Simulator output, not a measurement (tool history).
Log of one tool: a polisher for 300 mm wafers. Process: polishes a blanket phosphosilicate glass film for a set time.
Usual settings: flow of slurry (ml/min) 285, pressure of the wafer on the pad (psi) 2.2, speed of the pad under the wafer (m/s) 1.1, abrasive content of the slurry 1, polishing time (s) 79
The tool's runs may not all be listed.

| run | day | flow of slurry (ml/min) | pressure of the wafer on the pad (psi) | speed of the pad under the wafer (m/s) | abrasive content of the slurry | polishing time (s) | incoming thickness of the incoming film, nm | film removed (Å) |
|---|---|---|---|---|---|---|---|---|
| 1 | 0 | 285 | 2.2 | 1.1 | 1 | 79 | 4542 | 4822 |
| 2 | 4.204 | 285 | 2.2 | 1.1 | 1 | 79 | 4605.9 | 4388 |
| 3 | 5.542 | 285 | 2.2 | 1.1 | 1 | 79 | 4638 | 5021 |
| 4 | 8.283 | 285 | 2.2 | 1.1 | 1 | 79 | 4653.1 | 4874 |
| 5 | 8.917 | 285 | 2.2 | 1.1 | 1 | 79 | 4623.2 | 4773 |
| 6 | 10.167 | 285 | 2.2 | 1.1 | 1 | 79 | 4711.9 | 4657 |
| 7 | 11.625 | 285 | 2.2 | 1.1 | 1 | 79 | 4691.6 | 4511 |
| 8 | 12.458 | 285 | 2.2 | 1.1 | 1 | 79 | 4670.1 | 4494 |
| 9 | 13.938 | 220 | 2.2 | 1.1 | 1 | 79 | 4611.4 | 4827 |
| 10 | 14.762 | 220 | 2.2 | 1.1 | 1 | 79 | 4603.2 | 4750 |
| 11 | 15.275 | 220 | 2.2 | 1.1 | 1 | 79 | 4623.9 | 4682 |
| 12 | 16.229 | 285 | 2.2 | 0.98 | 1 | 79 | 4519.8 | 4337 |
| 13 | 17.033 | 315 | 2.2 | 0.78 | 1 | 62 | 4620.3 | 2897 |
| 14 | 17.746 | 340 | 2.2 | 1 | 0.85 | 79 | 4558.1 | 4087 |
| 15 | 19.029 | 285 | 2.2 | 1.1 | 1 | 79 | 4648 | 4530 |
| 16 | 23.267 | 285 | 2.2 | 1.1 | 1 | 79 | 4544.3 | 4658 |
| 17 | 24.358 | 340 | 2.2 | 0.78 | 0.85 | 79 | 4626.9 | 3348 |
| 18 | 25.246 | 285 | 2.2 | 1.1 | 1 | 79 | 4632.9 | 4529 |
| 19 | 26.05 | 285 | 2.2 | 1.1 | 0.85 | 51 | 4646 | 2671 |
| 20 | 27.475 | 245 | 2.2 | 1.1 | 1 | 95 | 4662.6 | 6106 |
| 21 | 28.212 | 285 | 2.2 | 1.1 | 1 | 79 | 4621.1 | 4925 |
| 22 | 29.708 | 315 | 2.2 | 0.78 | 1 | 62 | 4606.9 | 2959 |
| 23 | 30.917 | 185 | 2.8 | 1.22 | 1 | 88 | 4597.7 | 6705 |
| 24 | 32.296 | 285 | 2.2 | 1.38 | 1.2 | 99 | 4555.5 | 7404 |
| 25 | 33.246 | 340 | 2.2 | 1.44 | 1 | 79 | 4656.8 | 5581 |

Taken out of this log: 12 entries between the listed runs. Where each belongs, and how the hidden state differs across it:
Between runs 1 and 2: head pressure recalibrated (day 2.15)
  removal rate lost through wear of the pad, %: 5.33 -> 12
  measured less the result without the state, film removed (Å): -271 -> -600
Between runs 2 and 3: slurry nozzle cleaned (day 4.429); worn pad replaced by a new one (day 5.2)
  removal rate lost through wear of the pad, %: 12 -> 0.989
  measured less the result without the state, film removed (Å): -600 -> -50
Between runs 6 and 7: slurry blender recalibrated (day 10.538)
  removal rate lost through wear of the pad, %: 8.36 -> 10.7
  measured less the result without the state, film removed (Å): -425 -> -539
Between runs 8 and 9: worn pad replaced by a new one (day 12.842)
  removal rate lost through wear of the pad, %: 12 -> 3.1
  measured less the result without the state, film removed (Å): -614 -> -155
Between runs 9 and 10: conditioning disc replaced and pad reconditioned (day 14.588)
  removal rate lost through wear of the pad, %: 3.1 -> 4.41
  measured less the result without the state, film removed (Å): -155 -> -220
Between runs 14 and 15: slurry nozzle cleaned (day 18.683)
  removal rate lost through wear of the pad, %: 9.17 -> 11.2
  measured less the result without the state, film removed (Å): -413 -> -572
Between runs 15 and 16: worn pad replaced by a new one (day 19.617); head pressure recalibrated (day 22.958)
  removal rate lost through wear of the pad, %: 11.2 -> 7.4
  measured less the result without the state, film removed (Å): -572 -> -373
Between runs 17 and 18: slurry blender recalibrated (day 24.625)
  removal rate lost through wear of the pad, %: 9.14 -> 10.6
  measured less the result without the state, film removed (Å): -336 -> -534
Between runs 19 and 20: worn pad replaced by a new one (day 26.825)
  removal rate lost through wear of the pad, %: 11.8 -> 1.46
  measured less the result without the state, film removed (Å): -358 -> -90
Between runs 24 and 25: slurry nozzle cleaned (day 33.079)
  removal rate lost through wear of the pad, %: 9.15 -> 10.7
  measured less the result without the state, film removed (Å): -746 -> -666
